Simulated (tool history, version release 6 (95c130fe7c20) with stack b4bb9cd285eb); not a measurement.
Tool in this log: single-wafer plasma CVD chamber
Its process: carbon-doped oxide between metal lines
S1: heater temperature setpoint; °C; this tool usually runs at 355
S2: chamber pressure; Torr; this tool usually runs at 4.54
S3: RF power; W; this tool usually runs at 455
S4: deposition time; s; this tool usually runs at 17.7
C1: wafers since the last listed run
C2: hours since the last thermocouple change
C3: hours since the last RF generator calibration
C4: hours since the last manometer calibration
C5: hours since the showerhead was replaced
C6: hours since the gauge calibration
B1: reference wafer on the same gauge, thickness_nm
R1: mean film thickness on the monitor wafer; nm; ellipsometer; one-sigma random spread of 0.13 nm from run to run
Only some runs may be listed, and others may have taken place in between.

Run 1, hour 0.0: usual settings but S3 395 W; C1 0; C2 2603.5; C3 1170.1; C4 1984.5; C5 2227.8; C6 124.7; B1 72.069. Result: R1 75.182 nm.
Run 2, hour 16.4: usual settings; C1 396; C2 2619.9; C3 1186.5; C4 2000.9; C5 2244.2; C6 141.1; B1 72.087. Result: R1 85.915 nm.
Run 3, hour 28.6: usual settings; C1 295; C2 2632.1; C3 1198.7; C4 2013.1; C5 2256.4; C6 153.3; B1 72.103. Result: R1 85.870 nm.
Run 4, hour 42.4: usual settings; C1 333; C2 2645.9; C3 1212.5; C4 2026.9; C5 2270.2; C6 167.1; B1 72.100. Result: R1 85.700 nm.
Run 5, hour 52.4: usual settings; C1 241; C2 2655.9; C3 1222.5; C4 2036.9; C5 2280.2; C6 177.1; B1 72.113. Result: R1 85.836 nm.
Run 6, hour 63.5: usual settings; C1 268; C2 2667.0; C3 1233.6; C4 2048.0; C5 2291.3; C6 188.2; B1 72.113. Result: R1 85.735 nm.
Run 7, hour 79.7: usual settings; C1 391; C2 2683.2; C3 1249.8; C4 2064.2; C5 2307.5; C6 204.4; B1 72.082. Result: R1 85.760 nm.
Run 8, hour 86.1: usual settings but S4 16.7 s; C1 154; C2 2689.6; C3 1256.2; C4 2070.6; C5 2313.9; C6 210.8; B1 72.080. Result: R1 80.691 nm.
Run 9, hour 94.5: usual settings but S4 16.7 s; C1 203; C2 2698.0; C3 1264.6; C4 2079.0; C5 2322.3; C6 219.2; B1 72.074. Result: R1 80.662 nm.
Run 10, hour 111.3: usual settings but S4 16.7 s; C1 406; C2 2714.8; C3 1281.4; C4 2095.8; C5 2339.1; C6 236.0; B1 72.091. Result: R1 80.600 nm.
Run 11, hour 123.5: usual settings; C1 295; C2 2727.0; C3 1293.6; C4 2108.0; C5 2351.3; C6 248.2; B1 72.109. Result: R1 85.137 nm.
At hour 154.0: showerhead replaced.
Run 12, hour 176.8: usual settings but S1 361 °C, S3 505 W, S4 14.7 s; C1 1095; C2 2780.3; C3 1346.9; C4 2161.3; C5 22.8; C6 301.5; B1 72.086. Result: R1 76.163 nm.
Run 13, hour 185.1: usual settings but S3 520 W, S4 15.2 s; C1 200; C2 2788.6; C3 1355.2; C4 2169.6; C5 31.1; C6 309.8; B1 72.101. Result: R1 82.044 nm.
At hour 195.6: gauge calibrated.
Run 14, hour 197.5: usual settings but S3 390 W, S4 20.1 s; C1 299; C2 2801.0; C3 1367.6; C4 2182.0; C5 43.5; C6 1.9; B1 72.102. Result: R1 82.722 nm.
Run 15, hour 211.1: usual settings but S1 361 °C, S4 19.7 s; C1 328; C2 2814.6; C3 1381.2; C4 2195.6; C5 57.1; C6 15.5; B1 72.096. Result: R1 92.432 nm.
Run 16, hour 228.6: usual settings; C1 423; C2 2832.1; C3 1398.7; C4 2213.1; C5 74.6; C6 33.0; B1 72.104. Result: R1 84.650 nm.
At hour 239.5: RF generator calibrated.
At hour 247.2: capacitance manometer re-zeroed and calibrated.
Run 17, hour 247.7: usual settings but S1 369 °C, S3 425 W; C1 82; C2 2851.2; C3 8.2; C4 0.5; C5 93.7; C6 52.1; B1 72.109. Result: R1 80.685 nm.
Run 18, hour 256.7: usual settings but S3 370 W, S4 19.5 s; C1 217; C2 2860.2; C3 17.2; C4 9.5; C5 102.7; C6 61.1; B1 72.113. Result: R1 80.375 nm.
At hour 277.2: thermocouple changed; heater temperature recalibrated.
Run 19, hour 277.7: usual settings but S1 341 °C, S2 5.61 Torr, S3 530 W, S4 21.0 s; C1 314; C2 0.5; C3 38.2; C4 30.5; C5 123.7; C6 82.1; B1 72.102. Result: R1 128.794 nm.
Run 20, hour 286.4: usual settings but S1 350 °C, S2 5.50 Torr, S3 485 W; C1 210; C2 9.2; C3 46.9; C4 39.2; C5 132.4; C6 90.8; B1 72.113. Result: R1 98.500 nm.
Run 21, hour 299.6: usual settings; C1 319; C2 22.4; C3 60.1; C4 52.4; C5 145.6; C6 104.0; B1 72.102. Result: R1 89.232 nm.
Run 22, hour 307.4: usual settings but S2 3.60 Torr, S3 385 W; C1 188; C2 30.2; C3 67.9; C4 60.2; C5 153.4; C6 111.8; B1 72.091. Result: R1 73.376 nm.
Run 23, hour 313.4: usual settings; C1 145; C2 36.2; C3 73.9; C4 66.2; C5 159.4; C6 117.8; B1 72.082. Result: R1 89.347 nm.
Run 24, hour 328.0: usual settings but S1 362 °C, S2 3.48 Torr, S3 425 W, S4 15.7 s; C1 353; C2 50.8; C3 88.5; C4 80.8; C5 174.0; C6 132.4; B1 72.112. Result: R1 70.012 nm.
Run 25, hour 338.9: usual settings; C1 263; C2 61.7; C3 99.4; C4 91.7; C5 184.9; C6 143.3; B1 72.111. Result: R1 89.279 nm.
Run 26, hour 346.3: usual settings; C1 179; C2 69.1; C3 106.8; C4 99.1; C5 192.3; C6 150.7; B1 72.084. Result: R1 89.454 nm.
Run 27, hour 355.0: usual settings but S1 360 °C, S2 5.26 Torr, S3 530 W, S4 16.2 s; C1 210; C2 77.8; C3 115.5; C4 107.8; C5 201.0; C6 159.4; B1 72.108. Result: R1 92.906 nm.
Run 28, hour 371.7: usual settings but S1 347 °C, S3 410 W, S4 20.2 s; C1 403; C2 94.5; C3 132.2; C4 124.5; C5 217.7; C6 176.1; B1 72.093. Result: R1 94.838 nm.

Hidden state, per run?
wafer temperature above the value expected at the setpoint (K): 0 on each run
true pressure above the setpoint (%): 0 on each run
gauge reads high (%): 0 on each run
H1: delivered RF power above the setpoint (%)
run      H1
  1   -4.12
  2   -4.24
  3   -4.32
  4   -4.42
  5   -4.49
  6   -4.57
  7   -4.69
  8   -4.73
  9    -4.8
 10   -4.92
 11   -5.01
 12   -5.43
 13   -5.49
 14   -5.59
 15    -5.7
 16   -5.84
 17  -0.215
 18  -0.215
 19  -0.219
 20  -0.221
 21  -0.225
 22  -0.228
 23   -0.23
 24  -0.237
 25  -0.243
 26  -0.248
 27  -0.254
 28  -0.266
